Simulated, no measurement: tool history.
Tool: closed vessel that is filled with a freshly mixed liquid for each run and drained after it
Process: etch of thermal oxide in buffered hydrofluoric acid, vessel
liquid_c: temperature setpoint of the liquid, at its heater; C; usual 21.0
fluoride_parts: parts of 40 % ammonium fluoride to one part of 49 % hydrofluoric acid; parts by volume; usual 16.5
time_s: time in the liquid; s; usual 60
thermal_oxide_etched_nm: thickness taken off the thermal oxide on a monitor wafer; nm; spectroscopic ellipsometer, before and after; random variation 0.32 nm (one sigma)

run   hour  liquid_c  fluoride_parts  time_s  read-back film thickness of the thermal oxide reference wafer, read on the same gauge (nm)  thermal_oxide_etched_nm
  1    0.0      17.0            16.5      85                                                                                       59.98                    42.70
  2   31.8      17.0            16.5      85                                                                                       60.00                    42.97
  3   64.9      17.0            16.5      85                                                                                       60.02                    42.48
  4   99.3      21.0            15.0      35                                                                                       59.98                    24.77
  5  118.6      21.0            15.0      35                                                                                       59.97                    24.33
  6  133.2      21.0            16.5      60                                                                                       60.06                    38.41
  7  146.2      21.0            16.5      60                                                                                       60.05                    38.24
  8  172.5      21.0            16.5      60                                                                                       59.97                    38.37
  9  209.4      21.0            16.5      60                                                                                       59.99                    38.63
 10  239.5      21.0            16.5      85                                                                                       60.01                    55.07
     266.8  -- hydrofluoric acid flow meter replaced
 11  267.3      21.0            16.5      60                                                                                       59.99                    39.42
 12  285.5      21.0            16.5      60                                                                                       60.00                    39.17
 13  306.8      21.0            16.5      60                                                                                       60.02                    38.97
 14  335.5      21.0            16.5      60                                                                                       59.95                    39.01
 15  353.4      21.0            16.5      60                                                                                       60.02                    39.11
 16  383.3      24.5            18.5      90                                                                                       60.04                    63.76
 17  408.7      23.5            11.5      60                                                                                       60.01                    63.93
 18  425.1      17.0            21.0      85                                                                                       60.02                    35.74
     433.9  -- gauge calibrated
 19  438.6      21.0            13.0      80                                                                                       59.99                    67.71
 20  451.3      22.5            16.5      60                                                                                       60.01                    42.77
 21  463.5      17.5            22.5      75                                                                                       60.03                    30.53
 22  492.2      18.0            13.0      60                                                                                       59.99                    41.85

Forecast run 23:
 23  506.8      21.0            16.5      60                                                                                           ?                        ?

Run 23 gave read-back film thickness of the thermal oxide reference wafer, read on the same gauge (nm) 60.00, thermal_oxide_etched_nm 40.12 nm.
Without the tool's hidden state the same run would have given thermal_oxide_etched_nm 37.23 nm.
